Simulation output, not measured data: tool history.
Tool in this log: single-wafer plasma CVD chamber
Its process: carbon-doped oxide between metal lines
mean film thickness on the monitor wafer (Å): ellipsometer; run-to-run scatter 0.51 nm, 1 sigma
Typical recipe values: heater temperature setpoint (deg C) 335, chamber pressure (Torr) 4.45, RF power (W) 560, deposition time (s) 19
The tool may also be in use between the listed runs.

run    hour  heater temperature setpoint (deg C)  chamber pressure (Torr)  RF power (W)  deposition time (s)  wafers since the last listed run  hours since the last thermocouple change  hours since the last RF generator calibration  hours since the last manometer calibration  hours since the showerhead was replaced  hours since the gauge calibration  read-back reference wafer on the same gauge, thickness_nm  mean film thickness on the monitor wafer (Å)
  1       0                                  335                     4.45           560                   19                                 0                                    1243.1                                          992.4                                       772.7                                   2024.6                                686                                                    110.951                                       1111.16
       21.6  -- gauge calibrated
  2    29.7                                  335                     4.45           560                   19                              1043                                    1272.8                                         1022.1                                       802.4                                   2054.3                                8.1                                                    111.081                                       1103.48
  3    79.9                                  335                     4.45           560                   19                              1763                                      1323                                         1072.3                                       852.6                                   2104.5                               58.3                                                    111.148                                        1108.6
  4     113                                  335                     4.45           560                   19                              1162                                    1356.1                                         1105.4                                       885.7                                   2137.6                               91.4                                                    110.905                                       1104.87
  5   158.6                                  335                     4.45           560                   19                              1601                                    1401.7                                           1151                                       931.3                                   2183.2                                137                                                    110.888                                       1114.44
  6   190.8                                  335                     4.45           560                   19                              1131                                    1433.9                                         1183.2                                       963.5                                   2215.4                              169.2                                                    111.049                                       1113.28
  7   218.8                                  335                     4.45           560                   19                               983                                    1461.9                                         1211.2                                       991.5                                   2243.4                              197.2                                                    111.098                                       1097.02
  8   268.8                                  335                     4.45           560                   19                              1756                                    1511.9                                         1261.2                                      1041.5                                   2293.4                              247.2                                                    111.016                                       1102.84
  9   324.3                                  335                     4.45           600                   19                              1949                                    1567.4                                         1316.7                                        1097                                   2348.9                              302.7                                                    111.116                                       1165.05
 10   361.9                                  335                     4.45           510                   19                              1320                                      1605                                         1354.3                                      1134.6                                   2386.5                              340.3                                                    110.981                                       1056.34
 11   423.2                                  335                     4.45           510                   19                              2153                                    1666.3                                         1415.6                                      1195.9                                   2447.8                              401.6                                                    111.055                                       1052.19
 12   465.4                                  335                     4.45           510                   19                              1482                                    1708.5                                         1457.8                                      1238.1                                     2490                              443.8                                                    110.977                                       1047.47
 13   498.9                                  335                     4.45           560                   19                              1176                                      1742                                         1491.3                                      1271.6                                   2523.5                              477.3                                                    111.074                                       1111.19
 14   544.6                                  335                     4.45           460                 20.8                              1605                                    1787.7                                           1537                                      1317.3                                   2569.2                                523                                                    110.927                                       1082.71
 15   588.8                                  335                     5.03           560                   19                              1552                                    1831.9                                         1581.2                                      1361.5                                   2613.4                              567.2                                                    111.042                                       1141.11
 16   643.8                                  320                     4.05           490                 20.3                              1931                                    1886.9                                         1636.2                                      1416.5                                   2668.4                              622.2                                                    110.918                                       1149.31
 17   675.6                                  335                     4.45           485                   19                              1116                                    1918.7                                           1668                                      1448.3                                   2700.2                                654                                                    110.984                                       1023.83
      700.3  -- capacitance manometer re-zeroed and calibrated
 18   723.1                                  340                     5.18           625                 16.5                              1387                                    1966.2                                         1715.5                                        22.8                                   2747.7                              701.5                                                    110.917                                       1035.22
 19   790.5                                  335                     4.45           600                   19                              2367                                    2033.6                                         1782.9                                        90.2                                   2815.1                              768.9                                                    110.991                                       1161.55
        794  -- gauge calibrated
      799.4  -- RF generator calibrated
      895.6  -- thermocouple changed; heater temperature recalibrated
 20   917.9                                  324                      4.8           590                 20.6                              3912                                      22.3                                          118.5                                       217.6                                   2942.5                              123.9                                                    111.058                                       1341.76
 21   976.5                                  335                     4.45           645                   19                              2058                                      80.9                                          177.1                                       276.2                                   3001.1                              182.5                                                    111.026                                       1219.22
 22  1035.9                                  346                     3.88           560                   19                              2086                                     140.3                                          236.5                                       335.6                                   3060.5                              241.9                                                    110.949                                       1065.76
       1066  -- showerhead replaced
 23    1076                                  335                     4.45           600                   19                              1127                                     180.4                                          276.6                                       375.7                                       10                                282                                                    111.015                                       1177.89
 24  1128.9                                  347                     5.07           480                   19                              1858                                     233.3                                          329.5                                       428.6                                     62.9                              334.9                                                    110.989                                       1000.48
 25  1176.8                                  327                     5.51           560                 20.9                              1682                                     281.2                                          377.4                                       476.5                                    110.8                              382.8                                                    110.944                                       1332.79
 26  1214.1                                  322                     4.45           605                 15.6                              1310                                     318.5                                          414.7                                       513.8                                    148.1                              420.1                                                    111.135                                       1043.34
     1246.4  -- thermocouple changed; heater temperature recalibrated, repeated, since the last time left the tool worse
 27  1257.7                                  335                     4.45           560                 20.7                              1250                                      11.3                                          458.3                                       557.4                                    191.7                              463.7                                                     111.09                                       1184.84
 28  1294.2                                  335                     4.45           560                   19                              1282                                      47.8                                          494.8                                       593.9                                    228.2                              500.2                                                    110.897                                       1093.97
 29  1394.6                                  335                     4.45           560                 16.2                              3526                                     148.2                                          595.2                                       694.3                                    328.6                              600.6                                                    111.062                                        934.09

Take each entry between the runs: how does the hidden state at the last listed run before it differ from the hidden state at the first listed run after it?
Logged between run 1 and run 2: gauge calibrated (hour 21.6)
  wafer temperature above the value expected at the setpoint (K): -2.56 -> -2.61
  difference, measured minus the result without the unlogged condition, mean film thickness on the monitor wafer (Å): +10.72 -> +10.85
Logged between run 17 and run 18: capacitance manometer re-zeroed and calibrated (hour 700.3)
  wafer temperature above the value expected at the setpoint (K): -3.71 -> -3.79
  difference, measured minus the result without the unlogged condition, mean film thickness on the monitor wafer (Å): +14.33 -> +14.37
Logged between run 19 and run 20: gauge calibrated (hour 794); RF generator calibrated (hour 799.4); thermocouple changed; heater temperature recalibrated (hour 895.6)
  wafer temperature above the value expected at the setpoint (K): -3.91 -> -7.25
  difference, measured minus the result without the unlogged condition, mean film thickness on the monitor wafer (Å): +17.12 -> +43.67
Logged between run 22 and run 23: showerhead replaced (hour 1066)
  wafer temperature above the value expected at the setpoint (K): -7.45 -> -7.52
  difference, measured minus the result without the unlogged condition, mean film thickness on the monitor wafer (Å): +27.05 -> +34.39
Logged between run 26 and run 27: thermocouple changed; heater temperature recalibrated, repeated, since the last time left the tool worse (hour 1246.4)
  wafer temperature above the value expected at the setpoint (K): -7.75 -> 0.0958
  difference, measured minus the result without the unlogged condition, mean film thickness on the monitor wafer (Å): +37.49 -> -0.43
